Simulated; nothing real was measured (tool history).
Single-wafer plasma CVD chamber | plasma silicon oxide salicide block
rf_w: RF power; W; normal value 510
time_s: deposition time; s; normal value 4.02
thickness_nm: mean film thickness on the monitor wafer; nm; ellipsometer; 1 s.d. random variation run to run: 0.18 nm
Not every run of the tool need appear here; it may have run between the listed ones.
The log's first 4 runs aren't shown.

| run | hour | rf_w | time_s | read-back reference wafer on the same gauge, thickness_nm | thickness_nm |
|---|---|---|---|---|---|
| 5 | 267.6 | 510 | 4.02 | 37.667 | 36.035 |
| 6 | 323.6 | 510 | 4.02 | 37.591 | 35.791 |
| 7 | 379.1 | 510 | 4.02 | 37.582 | 36.088 |
| 8 | 516.3 | 510 | 4.02 | 37.599 | 35.596 |
| 9 | 568.7 | 510 | 4.02 | 37.627 | 35.797 |
|  | 635.6 | RF generator calibrated |
| 10 | 672.9 | 510 | 3.69 | 37.642 | 33.333 |
| 11 | 727.6 | 510 | 3.69 | 37.606 | 33.617 |
| 12 | 771 | 510 | 3.69 | 37.58 | 33.271 |
|  | 777.3 | gauge calibrated |
| 13 | 815.4 | 510 | 3.39 | 37.628 | 30.731 |
| 14 | 876.1 | 550 | 4.25 | 37.594 | 39.281 |
| 15 | 973 | 550 | 4.25 | 37.589 | 39.195 |
| 16 | 1031.1 | 550 | 4.79 | 37.614 | 44.364 |
| 17 | 1102.9 | 605 | 4.58 | 37.586 | 43.678 |
| 18 | 1195.3 | 445 | 3.35 | 37.612 | 29.174 |
| 19 | 1290.3 | 545 | 4.02 | 37.57 | 36.644 |

Predict the results of run 20:
| 20 | 1376 | 510 | 4.02 | ? | ? |

{"run 20": {"read-back reference wafer on the same gauge, thickness_nm": 37.537, "thickness_nm": 35.476}}
Had the tool carried no hidden state, the very same run would have given thickness_nm 36.106 nm.
